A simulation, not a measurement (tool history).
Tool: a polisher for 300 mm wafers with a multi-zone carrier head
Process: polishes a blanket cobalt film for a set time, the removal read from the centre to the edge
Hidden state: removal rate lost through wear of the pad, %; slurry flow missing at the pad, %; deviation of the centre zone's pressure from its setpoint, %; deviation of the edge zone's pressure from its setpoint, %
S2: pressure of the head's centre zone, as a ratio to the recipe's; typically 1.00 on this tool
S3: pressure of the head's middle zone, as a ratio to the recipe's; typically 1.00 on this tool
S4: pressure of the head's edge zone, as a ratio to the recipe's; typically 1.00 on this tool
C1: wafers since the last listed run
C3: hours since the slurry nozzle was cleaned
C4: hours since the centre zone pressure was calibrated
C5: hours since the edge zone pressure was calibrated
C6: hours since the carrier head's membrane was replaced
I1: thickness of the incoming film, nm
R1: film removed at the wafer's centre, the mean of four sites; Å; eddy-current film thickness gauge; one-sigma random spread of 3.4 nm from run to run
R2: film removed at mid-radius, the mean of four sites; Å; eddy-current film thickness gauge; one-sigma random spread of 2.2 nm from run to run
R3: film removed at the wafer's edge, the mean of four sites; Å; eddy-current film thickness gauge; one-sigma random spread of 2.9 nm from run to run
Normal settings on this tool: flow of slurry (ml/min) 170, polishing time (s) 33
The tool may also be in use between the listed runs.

Run 1, hour 0.0: usual settings but S4 0.96; C1 0; wafers polished on this pad 1032; C3 299.0; C4 461.7; C5 282.0; C6 789.1; I1 1066.7. Result: R1 2209 Å, R2 2215 Å, R3 2202 Å.
Run 2, hour 50.3: usual settings but flow of slurry (ml/min) 190; C1 555; wafers polished on this pad 1587; C3 349.3; C4 512.0; C5 332.3; C6 839.4; I1 1084.2. Result: R1 2212 Å, R2 2220 Å, R3 2158 Å.
At hour 92.2: worn pad replaced by a new one.
Run 3, hour 113.6: usual settings; C1 654; wafers polished on this pad 236; C3 412.6; C4 575.3; C5 395.6; C6 902.7; I1 1066.6. Result: R1 2221 Å, R2 2194 Å, R3 2149 Å.
At hour 173.6: slurry nozzle cleaned.
Run 4, hour 177.8: usual settings but S3 1.02; C1 697; wafers polished on this pad 933; C3 4.2; C4 639.5; C5 459.8; C6 966.9; I1 1089.9. Result: R1 2205 Å, R2 2177 Å, R3 2183 Å.
Run 5, hour 221.5: usual settings but S3 1.02; C1 482; wafers polished on this pad 1416; C3 47.9; C4 683.2; C5 503.5; C6 1010.6; I1 1111.5. Result: R1 2129 Å, R2 2187 Å, R3 2133 Å.
Run 6, hour 254.9: usual settings but S3 1.02; C1 368; wafers polished on this pad 1785; C3 81.3; C4 716.6; C5 536.9; C6 1044.0; I1 1090.7. Result: R1 2118 Å, R2 2147 Å, R3 2129 Å.
At hour 299.9: worn pad replaced by a new one.
Run 7, hour 324.6: usual settings but S2 0.92; C1 725; wafers polished on this pad 273; C3 151.0; C4 786.3; C5 606.6; C6 1113.7; I1 1078.4. Result: R1 1866 Å, R2 2005 Å, R3 2005 Å.
Run 8, hour 482.5: usual settings but S2 0.92; C1 1743; wafers polished on this pad 2016; C3 308.9; C4 944.2; C5 764.5; C6 1271.6; I1 1089.9. Result: R1 1775 Å, R2 1934 Å, R3 1925 Å.
At hour 513.0: worn pad replaced by a new one, repeated, since the last time left the tool worse.
Run 9, hour 551.0: usual settings but polishing time (s) 23; C1 712; wafers polished on this pad 419; C3 377.4; C4 1012.7; C5 833.0; C6 1340.1; I1 1111.9. Result: R1 1566 Å, R2 1509 Å, R3 1547 Å.
At hour 582.0: carrier head's membrane replaced by a new one.
At hour 598.8: slurry nozzle cleaned.
At hour 641.4: edge zone pressure recalibrated.
Run 10, hour 671.4: usual settings but polishing time (s) 39; C1 1240; wafers polished on this pad 1660; C3 72.6; C4 1133.1; C5 30.0; C6 89.4; I1 1086.7. Result: R1 2520 Å, R2 2581 Å, R3 2545 Å.
At hour 713.3: worn pad replaced by a new one.
Run 11, hour 729.2: usual settings; C1 593; wafers polished on this pad 175; C3 130.4; C4 1190.9; C5 87.8; C6 147.2; I1 1091.0. Result: R1 2193 Å, R2 2177 Å, R3 2221 Å.
At hour 741.3: centre zone pressure recalibrated.
Run 12, hour 789.0: usual settings but S2 0.92, S3 0.94; C1 638; wafers polished on this pad 813; C3 190.2; C4 47.7; C5 147.6; C6 207.0; I1 1079.0. Result: R1 2023 Å, R2 2082 Å, R3 2174 Å.
Run 13, hour 815.8: usual settings but S3 0.90; C1 295; wafers polished on this pad 1109; C3 217.0; C4 74.5; C5 174.4; C6 233.8; I1 1079.0. Result: R1 2123 Å, R2 2047 Å, R3 2154 Å.
Run 14, hour 874.1: usual settings; C1 643; wafers polished on this pad 1753; C3 275.3; C4 132.8; C5 232.7; C6 292.1; I1 1085.4. Result: R1 2180 Å, R2 2113 Å, R3 2069 Å.
At hour 892.9: worn pad replaced by a new one.
Run 15, hour 900.6: usual settings but polishing time (s) 44; C1 248; wafers polished on this pad 85; C3 301.8; C4 159.3; C5 259.2; C6 318.6; I1 1111.0. Result: R1 2930 Å, R2 2945 Å, R3 2975 Å.
Run 16, hour 942.0: usual settings but S4 1.06; C1 457; wafers polished on this pad 542; C3 343.2; C4 200.7; C5 300.6; C6 360.0; I1 1105.3. Result: R1 2246 Å, R2 2208 Å, R3 2308 Å.

Below, some changes in R1 between adjacent runs. For each, the amount present without the hidden state too (settings, incoming material, random variation) and the amount remaining for the hidden state with gauge scatter not shared by both compared results:
Run 8 -> 9: S2 0.92 -> 1.00, polishing time (s) 33 -> 23, worn pad replaced by a new one, repeated, since the last time left the tool worse. R1 -209 Å: hidden state +284, all else -493.
Run 9 -> 10: polishing time (s) 23 -> 39, carrier head's membrane replaced by a new one, slurry nozzle cleaned, edge zone pressure recalibrated. R1 +954 Å: hidden state -87, all else +1041.
